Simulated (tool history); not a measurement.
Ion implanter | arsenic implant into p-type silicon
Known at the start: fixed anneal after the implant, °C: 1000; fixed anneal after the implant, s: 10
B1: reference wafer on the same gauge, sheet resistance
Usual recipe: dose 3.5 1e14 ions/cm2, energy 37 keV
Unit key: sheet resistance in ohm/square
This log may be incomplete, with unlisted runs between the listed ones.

{"run": 1, "day": 0.0, "dose": 3.13, "energy": 37, "B1": 287.93, "sheet resistance": 285.01}
{"run": 2, "day": 0.583, "dose": 3.18, "energy": 42.5, "B1": 287.9, "sheet resistance": 276.68}
{"run": 3, "day": 1.267, "dose": 3.18, "energy": 42.5, "B1": 287.99, "sheet resistance": 277}
{"run": 4, "day": 1.679, "dose": 3.5, "energy": 37, "B1": 287.93, "sheet resistance": 262.87}
{"run": 5, "day": 3.029, "dose": 3.5, "energy": 37, "B1": 287.99, "sheet resistance": 263.18}
{"run": 6, "day": 3.488, "dose": 4.28, "energy": 37, "B1": 287.94, "sheet resistance": 227.38}
{"run": 7, "day": 4.196, "dose": 3.5, "energy": 37, "B1": 287.88, "sheet resistance": 263.73}
{"run": 8, "day": 4.479, "dose": 3.5, "energy": 37, "B1": 287.93, "sheet resistance": 263.54}
{"run": 9, "day": 4.842, "dose": 3.5, "energy": 37, "B1": 288.07, "sheet resistance": 263.46}
{"run": 10, "day": 6.983, "dose": 3.5, "energy": 37, "B1": 287.98, "sheet resistance": 263.94}
{"run": 11, "day": 7.304, "dose": 3.5, "energy": 37, "B1": 287.96, "sheet resistance": 264.6}
{"run": 12, "day": 7.767, "dose": 3.5, "energy": 37, "B1": 287.87, "sheet resistance": 264.56}
{"run": 13, "day": 8.446, "dose": 3.5, "energy": 37, "B1": 288.04, "sheet resistance": 264.67}
{"run": 14, "day": 8.929, "dose": 3.5, "energy": 37, "B1": 287.99, "sheet resistance": 264.62}
{"run": 15, "day": 9.333, "dose": 3.5, "energy": 37, "B1": 288.14, "sheet resistance": 265.16}
{"run": 16, "day": 10.058, "dose": 3.09, "energy": 26.5, "B1": 287.87, "sheet resistance": 304.82}
{"day": 10.183, "done": "gauge calibrated"}
{"run": 17, "day": 10.692, "dose": 3.89, "energy": 49.5, "B1": 288.01, "sheet resistance": 234.29}
{"day": 11.3, "done": "extraction supply calibrated"}
{"run": 18, "day": 12.483, "dose": 4.07, "energy": 27.5, "B1": 288.02, "sheet resistance": 246.51}
{"run": 19, "day": 13.042, "dose": 2.99, "energy": 49.5, "B1": 288, "sheet resistance": 284.03}
{"day": 13.467, "done": "Faraday cup replaced and dose calibrated"}
{"run": 20, "day": 13.596, "dose": 4.02, "energy": 41, "B1": 287.91, "sheet resistance": 225.1}
{"run": 21, "day": 14.254, "dose": 3.9, "energy": 30, "B1": 287.97, "sheet resistance": 241.48}
{"run": 22, "day": 14.833, "dose": 4.51, "energy": 37, "B1": 287.98, "sheet resistance": 210.66}
{"run": 23, "day": 15.267, "dose": 3.5, "energy": 37, "B1": 287.93, "sheet resistance": 253.65}
{"run": 24, "day": 15.912, "dose": 3.5, "energy": 37, "B1": 288.13, "sheet resistance": 253.67}
{"run": 25, "day": 16.442, "dose": 2.7, "energy": 28.5, "B1": 287.79, "sheet resistance": 320.09}
{"run": 26, "day": 16.696, "dose": 4.49, "energy": 32, "B1": 287.89, "sheet resistance": 216.27}
{"run": 27, "day": 17.146, "dose": 4.34, "energy": 25, "B1": 288.08, "sheet resistance": 230.15}
{"run": 28, "day": 17.529, "dose": 3.5, "energy": 32.5, "B1": 288.04, "sheet resistance": 259.15}
{"run": 29, "day": 18.192, "dose": 2.84, "energy": 26, "B1": 287.98, "sheet resistance": 312.31}

Below are 4 alternative next runs, each starting from the tool's condition after run 29. Predict each:
{"run": "A", "day": 18.208, "dose": 2.66, "energy": 37, "B1": "?", "sheet resistance": "?"}
{"run": "B", "day": 18.208, "dose": 3.13, "energy": 25.5, "B1": "?", "sheet resistance": "?"}
{"run": "C", "day": 18.208, "dose": 4.44, "energy": 29, "B1": "?", "sheet resistance": "?"}
{"run": "D", "day": 18.208, "dose": 2.83, "energy": 25.5, "B1": "?", "sheet resistance": "?"}

run=A B1=288.11 sheet_resistance=310.86
run=B B1=288.11 sheet_resistance=291.22
run=C B1=288.11 sheet_resistance=220.82
run=D B1=288.11 sheet_resistance=313.79
With no hidden state in the tool, these same runs would have given:
run=A sheet_resistance=311.31
run=B sheet_resistance=291.64
run=C sheet_resistance=221.14
run=D sheet_resistance=314.25

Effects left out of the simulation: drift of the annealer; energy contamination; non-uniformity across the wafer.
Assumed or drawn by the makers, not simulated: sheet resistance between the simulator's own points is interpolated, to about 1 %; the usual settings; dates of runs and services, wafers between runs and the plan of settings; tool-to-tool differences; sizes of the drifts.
